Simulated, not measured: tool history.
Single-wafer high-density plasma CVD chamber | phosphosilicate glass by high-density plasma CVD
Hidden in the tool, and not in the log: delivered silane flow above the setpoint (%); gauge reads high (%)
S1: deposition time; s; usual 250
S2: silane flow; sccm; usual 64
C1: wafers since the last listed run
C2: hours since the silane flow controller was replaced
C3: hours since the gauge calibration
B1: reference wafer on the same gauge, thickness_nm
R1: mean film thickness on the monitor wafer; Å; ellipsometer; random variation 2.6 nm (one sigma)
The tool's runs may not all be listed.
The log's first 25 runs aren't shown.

run	day	S1	S2	C1	C2	C3	B1	R1
26	26.096	282	68	149	174.9	734.8	1539.797	16588.12
27	26.95	250	56	95	195.4	755.3	1539.476	12811.55
28	27.788	215	64	93	215.5	775.4	1540.187	12174.12
29	28.712	250	64	103	237.7	797.6	1540.434	14119.88
30	29.6	236	53	98	259	818.9	1540.34	11664.55
# day 30.429: gauge calibrated
31	30.633	274	56	115	283.8	4.9	1539.858	14060.15
32	31.958	284	64	147	315.6	36.7	1538.956	15998.58
33	33.104	274	76	127	343.1	64.2	1540.238	17629.18
34	33.688	213	64	64	357.1	78.2	1539.886	12020.72
35	34.967	250	64	142	387.8	108.9	1539.713	14091.74
36	36.079	250	64	123	414.5	135.6	1539.41	14046.38
37	37.225	213	56	127	442	163.1	1539.697	10900.91
38	38.204	229	58	109	465.5	186.6	1539.199	12018.22
39	38.712	250	64	56	477.7	198.8	1540.254	14128.46

Forecast run 40:
40	39.992	202	76	142	508.4	229.5	?	?

Run 40 gave B1 1540.043, R1 12899.17 Å.
Without the tool's hidden state the same run would have given R1 12970.93 Å.
